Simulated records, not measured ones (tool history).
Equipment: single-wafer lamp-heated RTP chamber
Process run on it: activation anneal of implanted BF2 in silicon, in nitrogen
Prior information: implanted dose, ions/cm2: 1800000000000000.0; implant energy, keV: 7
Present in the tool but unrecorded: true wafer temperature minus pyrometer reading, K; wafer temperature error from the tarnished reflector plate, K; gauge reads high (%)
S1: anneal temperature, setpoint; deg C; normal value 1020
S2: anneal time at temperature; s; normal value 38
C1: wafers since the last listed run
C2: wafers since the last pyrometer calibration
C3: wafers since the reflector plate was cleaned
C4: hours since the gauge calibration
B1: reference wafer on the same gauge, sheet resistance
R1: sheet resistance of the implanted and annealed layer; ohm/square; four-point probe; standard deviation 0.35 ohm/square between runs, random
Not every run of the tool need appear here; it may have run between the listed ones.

run	hour	S1	S2	C1	C2	C3	C4	B1	R1
1	0	1020	38	0	105	8710	129.7	150.05	169.17
# hour 51.1: reflector plate cleaned
2	75.8	1020	38	872	977	317	205.5	150.05	169.72
3	129.9	1020	38	696	1674	1013	259.6	149.97	168.97
4	185	1020	38	709	2383	1722	314.7	149.99	168.13
5	247.8	1020	38	808	3191	2531	377.5	150.02	167.18
6	323.2	1020	38	970	4162	3501	452.9	150.02	166.38
7	415.5	1020	38	1187	5349	4689	545.2	150.05	166.78
8	460.8	1043	33	583	5932	5272	590.5	150.03	144.54
9	530.3	1043	33	894	6827	6166	660	149.99	144.35
10	567.4	1020	38	477	7304	6644	697.1	149.98	165.73
11	608.9	1020	38	534	7839	7178	738.6	149.99	165.32
# hour 627: pyrometer window cleaned and pyrometer calibrated
12	660	1020	26	554	424	7733	789.7	150.03	189.69
# hour 699.6: reflector plate cleaned
13	700.1	1020	26	413	837	7	829.8	149.98	191.32
14	784.4	1020	38	1084	1922	1092	914.1	149.94	168.06

Run 15, settings as shown, results not yet in. Your forecast:
15	886.2	1004	60	1310	3232	2402	1015.9	?	?

Run 15 measured B1 150.04, R1 172.97 ohm/square.
Take away the tool's hidden state, keep the run-to-run variation as it was, and the same run would have given R1 179.01 ohm/square.
